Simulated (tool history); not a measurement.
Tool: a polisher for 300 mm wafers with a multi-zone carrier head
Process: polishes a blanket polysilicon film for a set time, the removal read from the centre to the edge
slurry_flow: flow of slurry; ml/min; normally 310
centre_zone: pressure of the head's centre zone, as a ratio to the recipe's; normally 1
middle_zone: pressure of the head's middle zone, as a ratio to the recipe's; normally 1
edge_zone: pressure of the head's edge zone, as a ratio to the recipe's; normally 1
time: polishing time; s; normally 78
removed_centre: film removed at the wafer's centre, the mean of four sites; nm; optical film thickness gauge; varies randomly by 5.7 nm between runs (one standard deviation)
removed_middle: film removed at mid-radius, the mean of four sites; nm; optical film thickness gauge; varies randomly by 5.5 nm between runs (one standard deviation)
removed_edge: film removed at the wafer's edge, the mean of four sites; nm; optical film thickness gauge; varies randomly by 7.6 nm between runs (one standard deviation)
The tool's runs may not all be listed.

run	hour	slurry_flow	centre_zone	middle_zone	edge_zone	time	incoming thickness of the incoming film, nm	removed_centre	removed_middle	removed_edge
1	0	310	1	1	1	78	1536.2	507.7	511	536.4
# hour 50.1: slurry nozzle cleaned
# hour 60.6: worn pad replaced by a new one
2	93.2	310	1	1	1	78	1533.3	511.8	513	517.7
3	146.8	310	1	1	1	78	1553.3	519.9	509.5	535.3
4	209.9	310	1	1	1	78	1531.2	523.4	519.4	527.1
5	304.5	310	1	1	1	78	1516.1	534.7	509.8	523.6
# hour 317.6: worn pad replaced by a new one
6	367.5	310	1	1	1	78	1506.4	517.9	512.4	530.3
# hour 383: carrier head's membrane replaced by a new one
7	409.8	310	1	1	1	71	1530.5	475.4	467.4	486.7
# hour 486.4: edge zone pressure recalibrated
8	501.3	310	1	1	1	71	1525	481.2	462.5	492.7
# hour 591.4: worn pad replaced by a new one
9	603.5	310	1	1.08	1	102	1535.7	696.8	703.8	684.7
# hour 651.7: slurry nozzle cleaned
10	710.6	310	1.08	1	1	93	1549.7	662.9	610.3	647.2
11	748.6	225	1.06	1.07	1	68	1548	467.5	457.8	453.8
# hour 785.6: centre zone pressure recalibrated
12	808.1	310	0.88	1	1.11	78	1512.6	522.2	510.8	556.6
# hour 835.7: worn pad replaced by a new one
13	883.9	355	1.08	1	0.89	103	1526.2	777.3	688.9	672.5
14	980.5	235	1	1	1	86	1563.7	596.6	543.6	579.7
# hour 1039.2: carrier head's membrane replaced by a new one
# hour 1107.4: centre zone pressure recalibrated, repeated, since the last time left the tool worse
# hour 1134.5: worn pad replaced by a new one
15	1202	310	1	1	1	78	1549.4	517.2	507.6	527.9
# hour 1257.3: edge zone pressure recalibrated
# hour 1259.1: slurry nozzle cleaned
16	1303.6	310	1.04	1	1	78	1542	535.8	512.5	527.4

Each row is a separate what-if for the run after 16, all from the same tool condition, not one after another. Results?
A	1304.1	310	1	1	1	78	1535.3	?	?	?
B	1304.1	245	1.12	1	0.89	98	1535.3	?	?	?
C	1304.1	310	0.96	1	1.12	70	1535.3	?	?	?
D	1304.1	380	1	0.96	0.9	78	1535.3	?	?	?
E	1304.1	215	1	1	1	89	1535.3	?	?	?

run	removed_centre	removed_middle	removed_edge
A	509.3	509.7	525.4
B	667.3	627.9	615.7
C	447	457.4	498.8
D	517.5	500	506
E	561.1	563.5	585.2
Without the tool's unlogged condition, the same runs would have read:
run	removed_centre	removed_middle	removed_edge
A	508.5	509.7	525.4
B	666.2	627.9	615.7
C	446.3	457.4	498.8
D	516.7	500	506
E	560.2	563.5	585.2
